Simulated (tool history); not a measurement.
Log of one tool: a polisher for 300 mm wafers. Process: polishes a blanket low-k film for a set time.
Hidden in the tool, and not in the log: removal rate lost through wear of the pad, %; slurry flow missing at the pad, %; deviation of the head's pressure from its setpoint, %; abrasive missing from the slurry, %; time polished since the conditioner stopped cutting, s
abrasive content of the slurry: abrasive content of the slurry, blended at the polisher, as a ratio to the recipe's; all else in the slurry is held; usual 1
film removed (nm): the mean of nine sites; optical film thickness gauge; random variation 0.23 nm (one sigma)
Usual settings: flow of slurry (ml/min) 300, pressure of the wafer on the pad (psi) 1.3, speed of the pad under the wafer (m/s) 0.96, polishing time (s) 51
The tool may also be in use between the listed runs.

run,hour,flow of slurry (ml/min),pressure of the wafer on the pad (psi),speed of the pad under the wafer (m/s),abrasive content of the slurry,polishing time (s),wafers since the last listed run,wafers polished on this pad,hours since the slurry nozzle was cleaned,hours since the head pressure was calibrated,hours since the slurry blender was calibrated,hours since the conditioning disc was replaced,"incoming thickness of the incoming film, nm",film removed (nm)
1,0,300,1.3,0.96,1,51,0,913,85.4,1247.3,315.1,142,316.1,16.7
2,26.3,300,1.3,0.96,1,51,349,1263,111.7,1273.6,341.4,168.3,321.6,16.8
# hour 35.3: slurry blender recalibrated
3,43.9,320,1.3,0.96,1,51,207,1470,129.3,1291.2,8.6,185.9,314.5,16.8
# hour 69.3: worn pad replaced by a new one
4,69.8,320,1.3,0.96,1,51,291,6,155.2,1317.1,34.5,211.8,317.2,16.7
5,99.7,320,1.3,0.96,1,51,397,404,185.1,1347,64.4,241.7,321.2,16.5
6,135.1,300,1.3,0.86,1,44,470,874,220.5,1382.4,99.8,277.1,319.1,13.5
7,148.8,300,1.3,0.86,1,44,182,1056,234.2,1396.1,113.5,290.8,325.4,13.7
# hour 182.9: conditioning disc replaced and pad reconditioned
8,183.4,300,1.3,0.86,1,44,433,1489,268.8,1430.7,148.1,0.5,323.2,13.4
# hour 195.6: worn pad replaced by a new one
9,206.3,300,1.3,0.86,1,38,251,141,291.7,1453.6,171,23.4,318,11.9
10,222.6,300,1.3,0.96,1,51,216,358,308,1469.9,187.3,39.7,317.4,16.4
11,252.4,300,1.3,0.96,1,43,395,754,337.8,1499.7,217.1,69.5,319.5,13.9
12,273,270,1.7,0.8,1,62,273,1028,358.4,1520.3,237.7,90.1,325.8,23.9
# hour 296.7: slurry nozzle cleaned
# hour 300.2: head pressure recalibrated
13,303.2,300,1.3,0.96,1,51,361,1389,6.5,3,267.9,120.3,321.8,15.4
14,329.8,300,1.5,0.96,1,44,353,1743,33.1,29.6,294.5,146.9,325.1,15.6
# hour 335.5: worn pad replaced by a new one
15,346.8,300,1.3,1.2,1.1,51,172,150,50.1,46.6,311.5,163.9,321.3,17.9
16,382.7,300,0.8,0.96,1,36,477,627,86,82.5,347.4,199.8,316.6,6.6
# hour 384.5: slurry nozzle cleaned, repeated, since the last time left the tool worse
# hour 392.8: slurry blender recalibrated
17,414.3,300,1.3,1.28,1.25,38,380,1007,29.8,114.1,21.5,231.4,321.9,15.6
18,443.5,300,1.3,0.96,1,51,388,1395,59,143.3,50.7,260.6,319,16.6
# hour 453.8: worn pad replaced by a new one
19,471.4,300,1.3,0.96,0.85,41,317,234,86.9,171.2,78.6,288.5,323.2,12.3
20,498.7,300,1.3,0.8,1,51,362,596,114.2,198.5,105.9,315.8,316.1,15.4
21,515,220,1.3,1.24,1,51,216,813,130.5,214.8,122.2,332.1,319.3,18.1
22,527.2,300,1.3,0.96,0.75,60,162,975,142.7,227,134.4,344.3,319.8,17.3
23,553.4,300,1.1,1.26,0.8,60,348,1323,168.9,253.2,160.6,370.5,324.1,17.3
# hour 569.7: conditioning disc replaced and pad reconditioned
24,574.6,300,1.3,0.96,1,51,255,1578,190.1,274.4,181.8,4.9,323.8,16.4
# hour 590.4: worn pad replaced by a new one
25,590.9,215,1.3,0.96,1.25,51,163,7,206.4,290.7,198.1,21.2,316.9,17.1

Hidden state at the last listed run before each entry between runs and at the first one after, where it differs:
Between runs 2 and 3: slurry blender recalibrated (hour 35.3)
  slurry flow missing at the pad, %: 8.5 -> 9.63
  measured less the result without the state, film removed (nm): -0.1 -> -0.2
Between runs 3 and 4: worn pad replaced by a new one (hour 69.3)
  slurry flow missing at the pad, %: 9.63 -> 11.3
  measured less the result without the state, film removed (nm): -0.2 -> -0.2
Between runs 7 and 8: conditioning disc replaced and pad reconditioned (hour 182.9)
  slurry flow missing at the pad, %: 16.3 -> 18.6
  measured less the result without the state, film removed (nm): -0.2 -> -0.3
Between runs 8 and 9: worn pad replaced by a new one (hour 195.6)
  slurry flow missing at the pad, %: 18.6 -> 20
  measured less the result without the state, film removed (nm): -0.3 -> -0.3
Between runs 12 and 13: slurry nozzle cleaned (hour 296.7); head pressure recalibrated (hour 300.2)
  slurry flow missing at the pad, %: 24.3 -> 46.8
  measured less the result without the state, film removed (nm): -0.9 -> -1.4
Between runs 14 and 15: worn pad replaced by a new one (hour 335.5)
  slurry flow missing at the pad, %: 48.5 -> 49.6
  measured less the result without the state, film removed (nm): -1.7 -> -1.9
Between runs 16 and 17: slurry nozzle cleaned, repeated, since the last time left the tool worse (hour 384.5); slurry blender recalibrated (hour 392.8)
  slurry flow missing at the pad, %: 51.9 -> 6.25
  measured less the result without the state, film removed (nm): -0.8 -> -0.1
Between runs 18 and 19: worn pad replaced by a new one (hour 453.8)
  slurry flow missing at the pad, %: 8.12 -> 9.91
  measured less the result without the state, film removed (nm): -0.2 -> -0.1
Between runs 23 and 24: conditioning disc replaced and pad reconditioned (hour 569.7)
  slurry flow missing at the pad, %: 15.2 -> 16.5
  measured less the result without the state, film removed (nm): -0.3 -> -0.3
Between runs 24 and 25: worn pad replaced by a new one (hour 590.4)
  slurry flow missing at the pad, %: 16.5 -> 17.6
  measured less the result without the state, film removed (nm): -0.3 -> -0.6
